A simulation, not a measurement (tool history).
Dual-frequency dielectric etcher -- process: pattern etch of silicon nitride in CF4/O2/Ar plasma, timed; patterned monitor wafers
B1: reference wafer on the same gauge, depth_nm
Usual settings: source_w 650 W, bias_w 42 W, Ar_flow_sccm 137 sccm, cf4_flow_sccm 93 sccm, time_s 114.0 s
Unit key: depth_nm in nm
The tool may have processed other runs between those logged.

run 1 hour=0.0 | source_w=650 bias_w=42 Ar_flow_sccm=137 cf4_flow_sccm=93 time_s=114.0 | B1=203.8 | depth_nm=224.3
run 2 hour=7.1 | source_w=650 bias_w=42 Ar_flow_sccm=137 cf4_flow_sccm=99 time_s=114.0 | B1=204.0 | depth_nm=226.7
run 3 hour=16.3 | source_w=650 bias_w=42 Ar_flow_sccm=137 cf4_flow_sccm=99 time_s=114.0 | B1=204.2 | depth_nm=224.9
-- hour=43.7 upper electrode replaced, of another model than before
run 4 hour=44.2 | source_w=650 bias_w=42 Ar_flow_sccm=137 cf4_flow_sccm=93 time_s=114.0 | B1=204.0 | depth_nm=224.1
run 5 hour=44.5 | source_w=650 bias_w=42 Ar_flow_sccm=137 cf4_flow_sccm=93 time_s=114.0 | B1=204.0 | depth_nm=223.7
run 6 hour=56.0 | source_w=650 bias_w=42 Ar_flow_sccm=137 cf4_flow_sccm=93 time_s=114.0 | B1=203.9 | depth_nm=222.6
-- hour=64.8 CF4 flow controller replaced
run 7 hour=70.1 | source_w=760 bias_w=42 Ar_flow_sccm=137 cf4_flow_sccm=93 time_s=125.5 | B1=203.9 | depth_nm=294.6
run 8 hour=77.2 | source_w=760 bias_w=42 Ar_flow_sccm=137 cf4_flow_sccm=93 time_s=125.5 | B1=204.0 | depth_nm=293.9
-- hour=96.1 gauge calibrated
-- hour=112.8 wet clean of the chamber
run 9 hour=113.3 | source_w=650 bias_w=42 Ar_flow_sccm=137 cf4_flow_sccm=93 time_s=114.0 | B1=204.3 | depth_nm=233.1
run 10 hour=113.7 | source_w=540 bias_w=49 Ar_flow_sccm=137 cf4_flow_sccm=113 time_s=92.0 | B1=204.2 | depth_nm=158.4
run 11 hour=114.0 | source_w=740 bias_w=42 Ar_flow_sccm=137 cf4_flow_sccm=103 time_s=114.0 | B1=203.9 | depth_nm=275.4
run 12 hour=114.4 | source_w=650 bias_w=42 Ar_flow_sccm=137 cf4_flow_sccm=93 time_s=114.0 | B1=204.0 | depth_nm=233.2
-- hour=123.6 Ar flow controller replaced
run 13 hour=136.5 | source_w=650 bias_w=42 Ar_flow_sccm=137 cf4_flow_sccm=93 time_s=114.0 | B1=203.9 | depth_nm=234.0
-- hour=142.4 source power generator calibrated
run 14 hour=146.9 | source_w=650 bias_w=42 Ar_flow_sccm=137 cf4_flow_sccm=93 time_s=114.0 | B1=203.8 | depth_nm=233.5
-- hour=163.7 bias power generator calibrated
run 15 hour=164.2 | source_w=540 bias_w=49 Ar_flow_sccm=137 cf4_flow_sccm=113 time_s=92.0 | B1=203.8 | depth_nm=157.9
run 16 hour=174.9 | source_w=650 bias_w=42 Ar_flow_sccm=169 cf4_flow_sccm=93 time_s=114.0 | B1=203.9 | depth_nm=224.4
run 17 hour=185.6 | source_w=650 bias_w=42 Ar_flow_sccm=149 cf4_flow_sccm=93 time_s=114.0 | B1=204.0 | depth_nm=228.4
run 18 hour=199.6 | source_w=650 bias_w=46 Ar_flow_sccm=137 cf4_flow_sccm=84 time_s=114.0 | B1=204.0 | depth_nm=234.1
run 19 hour=216.6 | source_w=510 bias_w=42 Ar_flow_sccm=158 cf4_flow_sccm=93 time_s=114.0 | B1=204.2 | depth_nm=166.5
run 20 hour=226.4 | source_w=790 bias_w=42 Ar_flow_sccm=137 cf4_flow_sccm=93 time_s=114.0 | B1=203.9 | depth_nm=290.9
run 21 hour=235.6 | source_w=570 bias_w=38 Ar_flow_sccm=137 cf4_flow_sccm=106 time_s=114.0 | B1=204.1 | depth_nm=194.8

How would selected steps in depth_nm from run to run divide? Give the signed amount a tool lacking its hidden state would still show from settings, what came in and random variation, and the signed amount left for the hidden state, including any gauge scatter that is not in both of the compared results.
What the log doesn't record here: etch rate over this chamber's usual, %; source power that arrives over what is set, %; bias power that arrives over what is set, %; Ar flow that arrives over what is set, %; CF4 flow that arrives over what is set, %; gauge reads high (%).
Run 6 -> 7: source_w 650 -> 760, time_s 114.0 -> 125.5, CF4 flow controller replaced. depth_nm +72.0 nm: hidden state -3.6, all else +75.6.
Run 8 -> 9: source_w 760 -> 650, time_s 125.5 -> 114.0, gauge calibrated, wet clean of the chamber. depth_nm -60.8 nm: hidden state +14.3, all else -75.1.
Run 10 -> 11: source_w 540 -> 740, bias_w 49 -> 42, cf4_flow_sccm 113 -> 103, time_s 92.0 -> 114.0. depth_nm +117.0 nm: hidden state +0.4, all else +116.6.
Run 19 -> 20: source_w 510 -> 790, Ar_flow_sccm 158 -> 137. depth_nm +124.4 nm: hidden state -0.9, all else +125.3.
